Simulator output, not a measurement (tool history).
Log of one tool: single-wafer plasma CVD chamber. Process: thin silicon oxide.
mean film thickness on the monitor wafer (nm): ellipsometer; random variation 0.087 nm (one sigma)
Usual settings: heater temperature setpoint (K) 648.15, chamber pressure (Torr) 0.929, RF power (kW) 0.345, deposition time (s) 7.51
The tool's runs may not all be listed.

| run | hour | heater temperature setpoint (K) | chamber pressure (Torr) | RF power (kW) | deposition time (s) | wafers since the last listed run | hours since the last thermocouple change | hours since the last RF generator calibration | hours since the last manometer calibration | hours since the showerhead was replaced | hours since the gauge calibration | read-back reference wafer on the same gauge, thickness_nm | mean film thickness on the monitor wafer (nm) |
|---|---|---|---|---|---|---|---|---|---|---|---|---|---|
| 1 | 0.0 | 648.15 | 0.929 | 0.345 | 7.51 | 0 | 720.8 | 423.7 | 363.0 | 6619.2 | 792.4 | 14.904 | 17.659 |
| 2 | 104.5 | 648.15 | 0.758 | 0.345 | 7.51 | 3841 | 825.3 | 528.2 | 467.5 | 6723.7 | 896.9 | 14.900 | 14.229 |
|  | 162.7 | gauge calibrated |
| 3 | 427.0 | 648.15 | 0.758 | 0.345 | 7.51 | 11855 | 1147.8 | 850.7 | 790.0 | 7046.2 | 264.3 | 14.897 | 14.258 |
| 4 | 500.7 | 648.15 | 0.758 | 0.345 | 7.51 | 2709 | 1221.5 | 924.4 | 863.7 | 7119.9 | 338.0 | 14.919 | 14.292 |
| 5 | 576.2 | 637.15 | 0.929 | 0.300 | 7.51 | 2775 | 1297.0 | 999.9 | 939.2 | 7195.4 | 413.5 | 14.894 | 17.128 |
| 6 | 632.4 | 648.15 | 0.754 | 0.345 | 6.53 | 2065 | 1353.2 | 1056.1 | 995.4 | 7251.6 | 469.7 | 14.892 | 12.377 |
|  | 653.4 | showerhead replaced |
| 7 | 685.9 | 648.15 | 0.754 | 0.345 | 6.53 | 1672 | 1406.7 | 1109.6 | 1048.9 | 32.5 | 523.2 | 14.907 | 12.300 |
|  | 739.7 | thermocouple changed; heater temperature recalibrated |
| 8 | 777.5 | 639.15 | 0.929 | 0.345 | 7.51 | 3073 | 37.8 | 1201.2 | 1140.5 | 124.1 | 614.8 | 14.897 | 17.769 |
| 9 | 857.0 | 638.15 | 0.929 | 0.345 | 6.94 | 2922 | 117.3 | 1280.7 | 1220.0 | 203.6 | 694.3 | 14.908 | 16.449 |
|  | 907.4 | capacitance manometer re-zeroed and calibrated |
|  | 910.4 | RF generator calibrated |
| 10 | 938.3 | 648.15 | 1.035 | 0.375 | 7.51 | 2583 | 198.6 | 27.9 | 30.9 | 284.9 | 775.6 | 14.908 | 19.900 |
|  | 971.6 | gauge calibrated |
| 11 | 1041.1 | 648.15 | 0.929 | 0.295 | 7.51 | 3779 | 301.4 | 130.7 | 133.7 | 387.7 | 69.5 | 14.894 | 16.851 |
| 12 | 1122.1 | 648.15 | 0.754 | 0.345 | 6.53 | 2977 | 382.4 | 211.7 | 214.7 | 468.7 | 150.5 | 14.915 | 12.335 |
| 13 | 1173.5 | 648.15 | 0.929 | 0.410 | 7.51 | 1889 | 433.8 | 263.1 | 266.1 | 520.1 | 201.9 | 14.895 | 18.489 |
| 14 | 1217.9 | 636.15 | 0.929 | 0.345 | 7.51 | 1632 | 478.2 | 307.5 | 310.5 | 564.5 | 246.3 | 14.881 | 17.608 |

Forecast each of these 3 alternatives for the next run:
| A | 1218.3 | 648.15 | 0.929 | 0.345 | 7.51 | 14 | 478.6 | 307.9 | 310.9 | 564.9 | 246.7 | ? | ? |
| B | 1218.3 | 637.15 | 0.702 | 0.300 | 7.51 | 14 | 478.6 | 307.9 | 310.9 | 564.9 | 246.7 | ? | ? |
| C | 1218.3 | 648.15 | 1.040 | 0.395 | 7.51 | 14 | 478.6 | 307.9 | 310.9 | 564.9 | 246.7 | ? | ? |

| run | read-back reference wafer on the same gauge, thickness_nm | mean film thickness on the monitor wafer (nm) |
|---|---|---|
| A | 14.918 | 17.703 |
| B | 14.918 | 12.582 |
| C | 14.918 | 20.190 |
Without the tool's hidden state the same runs would have given:
| run | mean film thickness on the monitor wafer (nm) |
|---|---|
| A | 17.703 |
| B | 12.582 |
| C | 20.190 |
